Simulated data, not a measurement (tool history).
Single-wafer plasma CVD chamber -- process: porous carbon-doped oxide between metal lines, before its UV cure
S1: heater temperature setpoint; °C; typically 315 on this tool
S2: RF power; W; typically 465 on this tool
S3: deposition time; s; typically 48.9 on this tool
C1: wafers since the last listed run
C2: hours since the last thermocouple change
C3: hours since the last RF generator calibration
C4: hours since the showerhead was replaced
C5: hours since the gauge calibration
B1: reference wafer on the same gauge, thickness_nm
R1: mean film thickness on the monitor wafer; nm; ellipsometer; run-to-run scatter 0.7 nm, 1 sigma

| run | day | S1 | S2 | S3 | C1 | C2 | C3 | C4 | C5 | B1 | R1 |
|---|---|---|---|---|---|---|---|---|---|---|---|
| 1 | 0 | 315 | 465 | 48.9 | 0 | 698.4 | 737.3 | 4718.8 | 235.9 | 197.97 | 238.234 |
| 2 | 2.562 | 315 | 465 | 48.9 | 1302 | 759.9 | 798.8 | 4780.3 | 297.4 | 198.011 | 237.499 |
| 3 | 4.467 | 315 | 465 | 48.9 | 967 | 805.6 | 844.5 | 4826 | 343.1 | 198.034 | 236.96 |
| 4 | 8.808 | 315 | 465 | 48.9 | 2206 | 909.8 | 948.7 | 4930.2 | 447.3 | 198.015 | 236.866 |
| 5 | 11.867 | 315 | 465 | 48.9 | 1554 | 983.2 | 1022.1 | 5003.6 | 520.7 | 198.046 | 236.9 |
| 6 | 16.175 | 315 | 465 | 48.9 | 2189 | 1086.6 | 1125.5 | 5107 | 624.1 | 198.015 | 236.88 |
| 7 | 20.4 | 315 | 430 | 48.9 | 2147 | 1188 | 1226.9 | 5208.4 | 725.5 | 198.021 | 229.317 |
| 8 | 24.012 | 315 | 430 | 48.9 | 1835 | 1274.7 | 1313.6 | 5295.1 | 812.2 | 197.948 | 227.611 |
|  | 24.396 | RF generator calibrated |
| 9 | 26.267 | 315 | 430 | 48.9 | 976 | 1328.8 | 44.9 | 5349.2 | 866.3 | 198.052 | 231.819 |
| 10 | 30.529 | 311 | 465 | 48.9 | 2166 | 1431.1 | 147.2 | 5451.5 | 968.6 | 198.064 | 244.902 |
| 11 | 32.096 | 311 | 465 | 48.9 | 796 | 1468.7 | 184.8 | 5489.1 | 1006.2 | 198.067 | 244.289 |
|  | 34.146 | thermocouple changed; heater temperature recalibrated |
| 12 | 34.638 | 311 | 465 | 48.9 | 1122 | 11.8 | 245.8 | 5550.1 | 1067.2 | 198.113 | 244.134 |
| 13 | 37.8 | 315 | 465 | 43.1 | 1607 | 87.7 | 321.7 | 5626 | 1143.1 | 198.041 | 210.33 |
|  | 39.538 | showerhead replaced |
| 14 | 40.712 | 315 | 465 | 48.9 | 1310 | 157.6 | 391.6 | 28.2 | 1213 | 197.955 | 238.665 |
| 15 | 42.504 | 315 | 510 | 48.9 | 910 | 200.6 | 434.6 | 71.2 | 1256 | 197.983 | 248.818 |
| 16 | 45.379 | 315 | 465 | 48.9 | 1461 | 269.6 | 503.6 | 140.2 | 1325 | 197.978 | 237.499 |
| 17 | 48.946 | 315 | 465 | 48.9 | 1812 | 355.2 | 589.2 | 225.8 | 1410.6 | 197.954 | 239.074 |
| 18 | 52.742 | 315 | 465 | 48.9 | 1929 | 446.3 | 680.3 | 316.9 | 1501.7 | 198.057 | 237.423 |
| 19 | 54.654 | 315 | 465 | 46.4 | 971 | 492.2 | 726.2 | 362.8 | 1547.6 | 197.919 | 226.385 |
| 20 | 57.879 | 315 | 465 | 43.1 | 1638 | 569.6 | 803.6 | 440.2 | 1625 | 197.93 | 210.381 |
| 21 | 61.596 | 315 | 465 | 48.9 | 1888 | 658.8 | 892.8 | 529.4 | 1714.2 | 198.033 | 236.983 |
| 22 | 64.542 | 315 | 545 | 48.9 | 1497 | 729.5 | 963.5 | 600.1 | 1784.9 | 197.956 | 252.736 |
| 23 | 67.9 | 310 | 515 | 58.3 | 1706 | 810.1 | 1044.1 | 680.7 | 1865.5 | 197.888 | 302.448 |
| 24 | 70.538 | 315 | 505 | 48.9 | 1340 | 873.4 | 1107.4 | 744 | 1928.8 | 198.054 | 245.226 |
| 25 | 73.1 | 305 | 380 | 51.9 | 1302 | 934.9 | 1168.9 | 805.5 | 1990.3 | 198.159 | 243.614 |
| 26 | 74.775 | 315 | 465 | 48.9 | 851 | 975.1 | 1209.1 | 845.7 | 2030.5 | 197.988 | 236.867 |
|  | 76.367 | RF generator calibrated |
| 27 | 77.879 | 330 | 540 | 55.8 | 1408 | 1049.6 | 36.3 | 920.2 | 2105 | 198.054 | 268.482 |
|  | 82.404 | gauge calibrated |
| 28 | 87.921 | 306 | 550 | 45.6 | 5103 | 1290.6 | 277.3 | 1161.2 | 132.4 | 198.086 | 252.781 |
| 29 | 90.108 | 309 | 430 | 43.8 | 1111 | 1343.1 | 329.8 | 1213.7 | 184.9 | 198.025 | 214.417 |
| 30 | 94.562 | 328 | 435 | 54.3 | 2263 | 1450 | 436.7 | 1320.6 | 291.8 | 198.037 | 236.589 |
| 31 | 98.838 | 315 | 500 | 39.3 | 2172 | 1552.6 | 539.3 | 1423.2 | 394.4 | 198.001 | 198.309 |
| 32 | 101.979 | 315 | 465 | 48.9 | 1596 | 1628 | 614.7 | 1498.6 | 469.8 | 198.069 | 238.289 |
|  | 103.404 | thermocouple changed; heater temperature recalibrated |
| 33 | 105.821 | 323 | 390 | 54.4 | 1782 | 58 | 706.9 | 1590.8 | 562 | 198.13 | 233.048 |
| 34 | 107.625 | 315 | 430 | 40.2 | 916 | 101.3 | 750.2 | 1634.1 | 605.3 | 198.051 | 190.264 |
| 35 | 110.238 | 321 | 405 | 48.9 | 1327 | 164 | 812.9 | 1696.8 | 668 | 198.076 | 215.084 |

Consider 3 possible next runs. They are alternatives, not a sequence: every one starts from the tool as it was left by run 35. What does each give?
| A | 110.254 | 315 | 465 | 48.9 | 8 | 164.4 | 813.3 | 1697.2 | 668.4 | ? | ? |
| B | 110.254 | 310 | 400 | 51.7 | 8 | 164.4 | 813.3 | 1697.2 | 668.4 | ? | ? |
| C | 110.254 | 307 | 465 | 48.9 | 8 | 164.4 | 813.3 | 1697.2 | 668.4 | ? | ? |

| run | B1 | R1 |
|---|---|---|
| A | 198.024 | 237.888 |
| B | 198.024 | 241.26 |
| C | 198.024 | 249.775 |
With no hidden state in the tool, these same runs would have given:
| run | R1 |
|---|---|
| A | 240.1 |
| B | 243.843 |
| C | 252.099 |
